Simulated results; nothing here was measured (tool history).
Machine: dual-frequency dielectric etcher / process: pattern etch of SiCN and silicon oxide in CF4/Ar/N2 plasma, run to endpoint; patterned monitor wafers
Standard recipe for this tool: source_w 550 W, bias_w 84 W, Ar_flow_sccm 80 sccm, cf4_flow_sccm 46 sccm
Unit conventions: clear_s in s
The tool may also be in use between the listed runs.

| run | day | source_w | bias_w | Ar_flow_sccm | cf4_flow_sccm | incoming incoming film thickness, nm | clear_s |
|---|---|---|---|---|---|---|---|
| 1 | 0 | 550 | 84 | 71 | 46 | 9.67 | 9.5 |
| 2 | 1.046 | 550 | 84 | 80 | 46 | 9.73 | 9.6 |
|  | 2.446 | CF4 flow controller replaced |
| 3 | 2.467 | 550 | 91 | 91 | 46 | 9.65 | 9.4 |
| 4 | 3.075 | 550 | 90 | 80 | 46 | 9.72 | 9.4 |
| 5 | 3.721 | 550 | 84 | 80 | 55 | 9.65 | 9.2 |
|  | 5.042 | wet clean of the chamber |
| 6 | 5.062 | 410 | 78 | 80 | 46 | 9.68 | 16.3 |
| 7 | 5.083 | 550 | 84 | 80 | 46 | 9.71 | 9.6 |
| 8 | 6.062 | 550 | 84 | 80 | 46 | 9.69 | 9.6 |
|  | 6.579 | bias power generator calibrated |
| 9 | 6.75 | 460 | 104 | 80 | 46 | 9.76 | 11.9 |
| 10 | 7.671 | 550 | 72 | 80 | 46 | 9.65 | 10.1 |
| 11 | 8.462 | 550 | 84 | 80 | 46 | 9.74 | 9.6 |
| 12 | 9.046 | 500 | 84 | 86 | 46 | 9.73 | 11.2 |
| 13 | 10.333 | 450 | 72 | 75 | 46 | 9.84 | 14.2 |
| 14 | 11.6 | 550 | 95 | 70 | 46 | 9.68 | 9 |
| 15 | 12.779 | 450 | 84 | 80 | 46 | 9.72 | 13.3 |
| 16 | 13.412 | 550 | 84 | 99 | 46 | 9.75 | 9.9 |
| 17 | 14.429 | 680 | 84 | 87 | 46 | 9.69 | 7.2 |
| 18 | 15.904 | 550 | 84 | 80 | 46 | 9.69 | 9.6 |
| 19 | 17.708 | 470 | 84 | 94 | 41 | 9.65 | 12.8 |
| 20 | 19.075 | 550 | 84 | 80 | 46 | 9.65 | 9.5 |
| 21 | 19.888 | 550 | 84 | 80 | 46 | 9.61 | 9.5 |
| 22 | 21.308 | 620 | 84 | 80 | 46 | 9.72 | 8.1 |
| 23 | 22.117 | 450 | 84 | 80 | 52 | 9.78 | 13 |

Forecast run 24:
| 24 | 23.271 | 620 | 84 | 90 | 46 | 9.64 | ? |

Run 24 yielded clear_s 8.1 s.
The same run, on a tool lacking any hidden state, would have yielded clear_s 8.1 s.
